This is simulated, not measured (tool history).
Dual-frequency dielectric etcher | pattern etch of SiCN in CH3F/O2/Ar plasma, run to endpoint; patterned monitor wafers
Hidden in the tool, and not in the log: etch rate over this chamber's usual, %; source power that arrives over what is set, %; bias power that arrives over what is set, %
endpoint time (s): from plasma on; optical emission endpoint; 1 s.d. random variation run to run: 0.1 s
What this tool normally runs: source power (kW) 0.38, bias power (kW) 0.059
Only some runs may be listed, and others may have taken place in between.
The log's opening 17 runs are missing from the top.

run	day	source power (kW)	bias power (kW)	wafers since the last listed run	hours since the last wet clean	hours since the last source power generator calibration	hours since the last bias power generator calibration	hours since the last upper electrode change	incoming incoming film thickness, nm	endpoint time (s)
18	43.308	0.38	0.059	724	45.4	1466.7	797.7	2081.7	8.38	26.5
19	45.6	0.43	0.049	886	100.4	1521.7	852.7	2136.7	8.41	26.9
20	49.638	0.43	0.064	1562	197.3	1618.6	949.6	2233.6	8.35	25
21	51.279	0.38	0.059	635	236.7	1658	989	2273	8.42	27.3
22	53.679	0.38	0.059	928	294.3	1715.6	1046.6	2330.6	8.4	27.4
# day 54.825: source power generator calibrated
# day 54.883: upper electrode replaced
23	55.467	0.34	0.048	605	337.2	15.4	1089.5	14	8.33	29.7
24	56.842	0.31	0.051	532	370.2	48.4	1122.5	47	8.29	30.2
# day 58.417: wet clean of the chamber
25	58.438	0.43	0.071	230	0.5	86.7	1160.8	85.3	8.41	23.6
26	59.946	0.38	0.071	583	36.7	122.9	1197	121.5	8.44	24.9
27	62.533	0.35	0.052	1001	98.8	185	1259.1	183.6	8.38	28.4
28	64.254	0.41	0.05	666	140.1	226.3	1300.4	224.9	8.35	26.8
29	65.3	0.38	0.059	404	165.2	251.4	1325.5	250	8.32	26.6
30	67.608	0.28	0.059	893	220.6	306.8	1380.9	305.4	8.5	30.4
31	70.671	0.31	0.046	1185	294.1	380.3	1454.4	378.9	8.45	31.6
32	73.358	0.38	0.059	1040	358.6	444.8	1518.9	443.4	8.31	26.9
# day 75.362: wet clean of the chamber
33	75.383	0.41	0.054	396	0.5	493.4	1567.5	492	8.32	25.6
34	75.596	0.38	0.059	82	5.6	498.5	1572.6	497.1	8.28	25.5

Each row is a separate what-if for the run after 34, all from the same tool condition, not one after another. Results?
A	75.612	0.38	0.059	6	6	498.9	1573	497.5	8.4	?
B	75.612	0.31	0.064	6	6	498.9	1573	497.5	8.4	?
C	75.612	0.33	0.07	6	6	498.9	1573	497.5	8.4	?
D	75.612	0.29	0.047	6	6	498.9	1573	497.5	8.4	?
E	75.612	0.38	0.064	6	6	498.9	1573	497.5	8.4	?

run	endpoint time (s)
A	25.8
B	27.2
C	25.9
D	30.6
E	25.2
Without the tool's hidden state the same runs would have given:
run	endpoint time (s)
A	25.9
B	27.3
C	26
D	30.7
E	25.3
